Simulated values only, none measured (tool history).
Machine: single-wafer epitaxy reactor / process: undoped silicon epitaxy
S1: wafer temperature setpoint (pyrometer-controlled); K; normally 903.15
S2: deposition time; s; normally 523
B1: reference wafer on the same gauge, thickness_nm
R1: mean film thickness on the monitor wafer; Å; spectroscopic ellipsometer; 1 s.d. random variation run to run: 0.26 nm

run	hour	S1	S2	B1	R1
1	0	903.15	523	59.53	567.86
2	154.6	903.15	523	59.596	569.24
3	180.2	903.15	523	59.611	564.31
4	213.3	903.15	523	59.844	573.16
5	255.2	892.15	523	59.732	431.19
6	296.9	892.15	523	59.806	431.94
7	360.5	892.15	523	59.808	429.28
8	550.1	903.15	523	60.286	578.78
9	605.5	903.15	523	60.354	581.23
10	632	903.15	523	60.457	581.96
11	667.7	903.15	523	60.478	579.12
12	710.2	903.15	523	60.67	578.12
13	778.5	903.15	523	60.704	581.84
14	833.5	914.15	446	60.939	657.15
15	875.4	898.15	466	60.99	462.03
# hour 880.1: gauge calibrated
# hour 907.2: pyrometer calibrated
16	929.4	903.15	442	59.286	481.96
17	971.7	903.15	523	59.372	565.35
18	1007.1	903.15	523	59.25	567
19	1050.1	903.15	523	59.245	565.75
20	1109.5	903.15	523	59.248	568.2
21	1140.9	889.15	578	59.357	433.88
22	1194.8	917.15	565	59.322	877.33
23	1259	896.15	523	59.333	472.45
24	1285.7	892.15	572	59.374	466.26
25	1356.7	903.15	523	59.351	570.55
26	1390.4	889.15	523	59.489	392.66

Give the tool's hidden conditions for every run:
wafer temperature above the value expected at the setpoint (K): 0 on each run
H1: gauge reads high (%)
run	H1
1	0.434
2	0.697
3	0.749
4	0.82
5	0.917
6	1.02
7	1.19
8	1.78
9	1.98
10	2.08
11	2.22
12	2.39
13	2.68
14	2.93
15	3.13
16	0.0679
17	0.0793
18	0.0941
19	0.118
20	0.164
21	0.193
22	0.252
23	0.337
24	0.377
25	0.497
26	0.561
